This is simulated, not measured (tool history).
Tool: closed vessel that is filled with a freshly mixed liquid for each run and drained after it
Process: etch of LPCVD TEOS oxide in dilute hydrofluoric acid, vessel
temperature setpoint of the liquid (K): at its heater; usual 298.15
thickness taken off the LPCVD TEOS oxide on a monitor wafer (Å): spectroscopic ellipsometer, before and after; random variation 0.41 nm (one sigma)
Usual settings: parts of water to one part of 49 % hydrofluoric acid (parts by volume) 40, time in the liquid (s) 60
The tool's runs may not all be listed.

run,hour,temperature setpoint of the liquid (K),parts of water to one part of 49 % hydrofluoric acid (parts by volume),time in the liquid (s),wafers since the last listed run,hours since the thermometer was replaced,hours since the hydrofluoric acid flow meter was replaced,hours since the gauge calibration,"read-back film thickness of the LPCVD TEOS oxide reference wafer, read on the same gauge (nm)",thickness taken off the LPCVD TEOS oxide on a monitor wafer (Å)
1,0,298.15,40,60,0,1542,107.1,158.7,91.6,530.4
2,84.3,298.15,40,60,11931,1626.3,191.4,243,92.29,530.5
3,187.1,296.15,40,60,14549,1729.1,294.2,345.8,92.99,494.3
4,260.2,298.15,40,60,10346,1802.2,367.3,418.9,93.48,535.6
5,337.8,298.15,40,60,10983,1879.8,444.9,496.5,93.94,539.4
6,401.8,298.15,40,60,9058,1943.8,508.9,560.5,94.25,541.2
7,438.1,299.15,40,60,5137,1980.1,545.2,596.8,94.43,563.3
8,476.5,299.15,40,60,5434,2018.5,583.6,635.2,94.63,566.9
9,550.3,298.15,50,35,10445,2092.3,657.4,709,94.95,253.6
10,627.9,301.15,35,60,10983,2169.9,735,786.6,95.26,712.6
11,679.4,294.15,55,75,7289,2221.4,786.5,838.1,95.47,416
12,724.4,294.15,40,60,6369,2266.4,831.5,883.1,95.61,466.2
13,827.7,296.65,40,45,14620,2369.7,934.8,986.4,95.96,392.9
14,892.2,298.15,40,65,9128,2434.2,999.3,1050.9,96.16,590.8
15,996.5,298.15,40,60,14762,2538.5,1103.6,1155.2,96.43,555.5
16,1093.7,298.15,40,60,13757,2635.7,1200.8,1252.4,96.66,556.1
17,1147.6,298.15,40,60,7628,2689.6,1254.7,1306.3,96.75,555.2
# hour 1164.6: thermometer replaced
18,1190.8,298.15,55,60,5972,26.2,1297.9,1349.5,96.84,391.5
19,1280.5,296.65,35,60,12695,115.9,1387.6,1439.2,97,608.7
20,1384,298.15,40,40,14648,219.4,1491.1,1542.7,97.21,372.3
21,1426.8,298.15,40,60,6057,262.2,1533.9,1585.5,97.26,561.5
22,1463.4,295.65,40,30,5180,298.8,1570.5,1622.1,97.28,251.4
23,1520,298.15,40,60,8010,355.4,1627.1,1678.7,97.41,568.2
24,1627.2,300.65,55,85,15172,462.6,1734.3,1785.9,97.51,618.9
25,1686,298.15,40,60,8322,521.4,1793.1,1844.7,97.57,551.6
26,1732.2,298.15,40,80,6538,567.6,1839.3,1890.9,97.63,746.9
27,1816.2,298.15,40,60,11888,651.6,1923.3,1974.9,97.68,572.4
28,1890.2,302.15,25,60,10473,725.6,1997.3,2048.9,97.79,1106.9
29,2028.2,302.15,40,70,19531,863.6,2135.3,2186.9,97.87,771.8
30,2122.5,298.15,40,60,13346,957.9,2229.6,2281.2,97.96,569
31,2193.7,298.15,40,60,10077,1029.1,2300.8,2352.4,98,571.4
32,2282,298.15,25,50,12497,1117.4,2389.1,2440.7,98.06,769
33,2358,295.65,20,70,10756,1193.4,2465.1,2516.7,98.08,1229.1

4 ways to go on from here, each from the tool as it stands after run 33. What would each give?
A,2358.7,298.15,60,60,99,1194.1,2465.8,2517.4,?,?
B,2358.7,301.65,50,45,99,1194.1,2465.8,2517.4,?,?
C,2358.7,299.65,30,60,99,1194.1,2465.8,2517.4,?,?
D,2358.7,300.65,25,50,99,1194.1,2465.8,2517.4,?,?

run,"read-back film thickness of the LPCVD TEOS oxide reference wafer, read on the same gauge (nm)",thickness taken off the LPCVD TEOS oxide on a monitor wafer (Å)
A,98.06,364.8
B,98.06,383.1
C,98.06,808.7
D,98.06,848.7
Without the tool's hidden state the same runs would have given:
run,thickness taken off the LPCVD TEOS oxide on a monitor wafer (Å)
A,334.7
B,351.6
C,742
D,778.8
